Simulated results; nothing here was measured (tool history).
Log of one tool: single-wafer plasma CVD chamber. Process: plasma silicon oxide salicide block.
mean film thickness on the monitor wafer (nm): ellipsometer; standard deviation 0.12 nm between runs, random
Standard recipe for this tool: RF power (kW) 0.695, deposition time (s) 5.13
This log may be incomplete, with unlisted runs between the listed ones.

run,hour,RF power (kW),deposition time (s),"read-back reference wafer on the same gauge, thickness_nm",mean film thickness on the monitor wafer (nm)
1,0.0,0.695,5.13,65.108,60.687
2,20.0,0.695,5.41,65.108,63.759
3,54.9,0.695,5.13,65.097,60.689
4,71.5,0.695,5.13,65.095,60.231
5,102.4,0.695,5.13,65.110,60.556
# hour 117.5: showerhead replaced
6,118.0,0.695,5.13,65.085,60.415
7,132.0,0.695,5.13,65.111,60.129
# hour 145.0: gauge calibrated
8,151.0,0.780,4.27,65.124,53.196
9,204.2,0.735,5.13,65.063,62.011
10,226.8,0.775,5.86,65.106,72.675
11,261.6,0.695,5.13,65.096,59.992
# hour 281.8: RF generator calibrated
12,282.3,0.630,6.11,65.092,71.500
13,313.3,0.695,5.13,65.088,63.009
14,342.6,0.795,5.13,65.108,67.409
# hour 364.2: gauge calibrated
15,378.6,0.630,5.42,65.090,63.094

Here are 3 independent what-if runs from the current tool condition. What would each one return?
A,379.0,0.695,4.21,?,?
B,379.0,0.830,5.13,?,?
C,379.0,0.595,4.76,?,?

run,"read-back reference wafer on the same gauge, thickness_nm",mean film thickness on the monitor wafer (nm)
A,65.101,51.843
B,65.101,68.818
C,65.101,53.885
With the hidden condition removed and each run's random variation left untouched, the same runs would have given:
run,mean film thickness on the monitor wafer (nm)
A,51.963
B,68.977
C,54.009
